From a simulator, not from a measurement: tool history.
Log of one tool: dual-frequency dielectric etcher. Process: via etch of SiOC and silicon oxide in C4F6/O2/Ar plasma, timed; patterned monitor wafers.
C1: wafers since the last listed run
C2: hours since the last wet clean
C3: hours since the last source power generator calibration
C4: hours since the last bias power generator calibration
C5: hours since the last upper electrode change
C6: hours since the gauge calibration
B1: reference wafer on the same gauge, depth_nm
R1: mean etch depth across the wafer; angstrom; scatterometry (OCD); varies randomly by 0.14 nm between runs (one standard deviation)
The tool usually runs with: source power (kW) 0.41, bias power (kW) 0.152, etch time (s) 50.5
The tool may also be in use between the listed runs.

{"run": 1, "hour": 0.0, "source power (kW)": 0.41, "bias power (kW)": 0.143, "etch time (s)": 55, "C1": 0, "C2": 318.2, "C3": 223.4, "C4": 608.3, "C5": 2370, "C6": 35.9, "B1": 42.3, "R1": 537}
{"run": 2, "hour": 80.9, "source power (kW)": 0.41, "bias power (kW)": 0.143, "etch time (s)": 55, "C1": 1387, "C2": 399.1, "C3": 304.3, "C4": 689.2, "C5": 2450.9, "C6": 116.8, "B1": 42.3, "R1": 530}
{"hour": 133.8, "done": "wet clean of the chamber"}
{"run": 3, "hour": 389.0, "source power (kW)": 0.41, "bias power (kW)": 0.143, "etch time (s)": 55, "C1": 4872, "C2": 255.2, "C3": 612.4, "C4": 997.3, "C5": 2759, "C6": 424.9, "B1": 42.3, "R1": 538}
{"run": 4, "hour": 487.3, "source power (kW)": 0.46, "bias power (kW)": 0.152, "etch time (s)": 50.5, "C1": 1685, "C2": 353.5, "C3": 710.7, "C4": 1095.6, "C5": 2857.3, "C6": 523.2, "B1": 42.3, "R1": 516}
{"hour": 573.3, "done": "wet clean of the chamber"}
{"run": 5, "hour": 573.8, "source power (kW)": 0.49, "bias power (kW)": 0.152, "etch time (s)": 50.5, "C1": 1071, "C2": 0.5, "C3": 797.2, "C4": 1182.1, "C5": 2943.8, "C6": 609.7, "B1": 42.3, "R1": 547}
{"run": 6, "hour": 647.3, "source power (kW)": 0.49, "bias power (kW)": 0.152, "etch time (s)": 50.5, "C1": 1260, "C2": 74, "C3": 870.7, "C4": 1255.6, "C5": 3017.3, "C6": 683.2, "B1": 42.3, "R1": 543}
{"run": 7, "hour": 745.6, "source power (kW)": 0.49, "bias power (kW)": 0.152, "etch time (s)": 50.5, "C1": 1685, "C2": 172.3, "C3": 969, "C4": 1353.9, "C5": 3115.6, "C6": 781.5, "B1": 42.3, "R1": 539}
{"hour": 1017.7, "done": "wet clean of the chamber"}
{"run": 8, "hour": 1062.8, "source power (kW)": 0.41, "bias power (kW)": 0.152, "etch time (s)": 50.5, "C1": 5028, "C2": 45.1, "C3": 1286.2, "C4": 1671.1, "C5": 3432.8, "C6": 1098.7, "B1": 42.3, "R1": 515}
{"run": 9, "hour": 1151.0, "source power (kW)": 0.45, "bias power (kW)": 0.152, "etch time (s)": 50.5, "C1": 1512, "C2": 133.3, "C3": 1374.4, "C4": 1759.3, "C5": 3521, "C6": 1186.9, "B1": 42.3, "R1": 522}
{"run": 10, "hour": 1226.8, "source power (kW)": 0.41, "bias power (kW)": 0.152, "etch time (s)": 50.5, "C1": 1299, "C2": 209.1, "C3": 1450.2, "C4": 1835.1, "C5": 3596.8, "C6": 1262.7, "B1": 42.3, "R1": 507}
{"hour": 1241.2, "done": "gauge calibrated"}
{"run": 11, "hour": 1322.1, "source power (kW)": 0.41, "bias power (kW)": 0.152, "etch time (s)": 50.5, "C1": 1634, "C2": 304.4, "C3": 1545.5, "C4": 1930.4, "C5": 3692.1, "C6": 80.9, "B1": 42.3, "R1": 505}
{"run": 12, "hour": 1371.7, "source power (kW)": 0.38, "bias power (kW)": 0.167, "etch time (s)": 57, "C1": 850, "C2": 354, "C3": 1595.1, "C4": 1980, "C5": 3741.7, "C6": 130.5, "B1": 42.3, "R1": 567}
{"run": 13, "hour": 1452.4, "source power (kW)": 0.38, "bias power (kW)": 0.167, "etch time (s)": 57, "C1": 1383, "C2": 434.7, "C3": 1675.8, "C4": 2060.7, "C5": 3822.4, "C6": 211.2, "B1": 42.3, "R1": 564}
{"hour": 1485.0, "done": "wet clean of the chamber"}
{"hour": 1518.2, "done": "bias power generator calibrated"}
{"hour": 1522.0, "done": "upper electrode replaced"}
{"run": 14, "hour": 1534.3, "source power (kW)": 0.41, "bias power (kW)": 0.173, "etch time (s)": 50.5, "C1": 858, "C2": 49.3, "C3": 1757.7, "C4": 16.1, "C5": 12.3, "C6": 293.1, "B1": 42.3, "R1": 538}
{"run": 15, "hour": 1638.2, "source power (kW)": 0.41, "bias power (kW)": 0.152, "etch time (s)": 50.5, "C1": 1781, "C2": 153.2, "C3": 1861.6, "C4": 120, "C5": 116.2, "C6": 397, "B1": 42.3, "R1": 511}
{"run": 16, "hour": 1687.1, "source power (kW)": 0.35, "bias power (kW)": 0.184, "etch time (s)": 37.5, "C1": 838, "C2": 202.1, "C3": 1910.5, "C4": 168.9, "C5": 165.1, "C6": 445.9, "B1": 42.3, "R1": 383}
{"hour": 1751.1, "done": "source power generator calibrated"}
{"run": 17, "hour": 1753.9, "source power (kW)": 0.38, "bias power (kW)": 0.173, "etch time (s)": 57, "C1": 1076, "C2": 268.9, "C3": 2.8, "C4": 235.7, "C5": 231.9, "C6": 512.7, "B1": 42.3, "R1": 573}
{"run": 18, "hour": 1824.6, "source power (kW)": 0.41, "bias power (kW)": 0.143, "etch time (s)": 55, "C1": 1212, "C2": 339.6, "C3": 73.5, "C4": 306.4, "C5": 302.6, "C6": 583.4, "B1": 42.3, "R1": 535}
{"run": 19, "hour": 1894.7, "source power (kW)": 0.41, "bias power (kW)": 0.17, "etch time (s)": 64, "C1": 1202, "C2": 409.7, "C3": 143.6, "C4": 376.5, "C5": 372.7, "C6": 653.5, "B1": 42.3, "R1": 645}
{"run": 20, "hour": 1948.3, "source power (kW)": 0.41, "bias power (kW)": 0.152, "etch time (s)": 40, "C1": 919, "C2": 463.3, "C3": 197.2, "C4": 430.1, "C5": 426.3, "C6": 707.1, "B1": 42.3, "R1": 393}
{"hour": 2003.5, "done": "wet clean of the chamber"}
{"run": 21, "hour": 2051.7, "source power (kW)": 0.51, "bias power (kW)": 0.152, "etch time (s)": 50.5, "C1": 1361, "C2": 48.2, "C3": 300.6, "C4": 533.5, "C5": 529.7, "C6": 810.5, "B1": 42.3, "R1": 542}
{"run": 22, "hour": 2209.8, "source power (kW)": 0.41, "bias power (kW)": 0.167, "etch time (s)": 35.5, "C1": 2711, "C2": 206.3, "C3": 458.7, "C4": 691.6, "C5": 687.8, "C6": 968.6, "B1": 42.3, "R1": 363}

How would selected steps in R1 from run to run divide? Give the signed amount a tool lacking its hidden state would still show from settings, what came in and random variation, and the signed amount left for the hidden state, including any gauge scatter that is not in both of the compared results.
The tool's hidden condition here consists of: etch rate over this chamber's usual, %; source power that arrives over what is set, %; bias power that arrives over what is set, %; gauge reads high (%).
Run 4 -> 5: source power (kW) 0.46 -> 0.49, wet clean of the chamber. R1 +31 angstrom: hidden state +20, all else +11.
Run 13 -> 14: source power (kW) 0.38 -> 0.41, bias power (kW) 0.167 -> 0.173, etch time (s) 57 -> 50.5, wet clean of the chamber, bias power generator calibrated, upper electrode replaced. R1 -26 angstrom: hidden state +22, all else -48.
Run 16 -> 17: source power (kW) 0.35 -> 0.38, bias power (kW) 0.184 -> 0.173, etch time (s) 37.5 -> 57, source power generator calibrated. R1 +190 angstrom: hidden state -12, all else +202.
Run 19 -> 20: bias power (kW) 0.17 -> 0.152, etch time (s) 64 -> 40. R1 -252 angstrom: hidden state +6, all else -258.
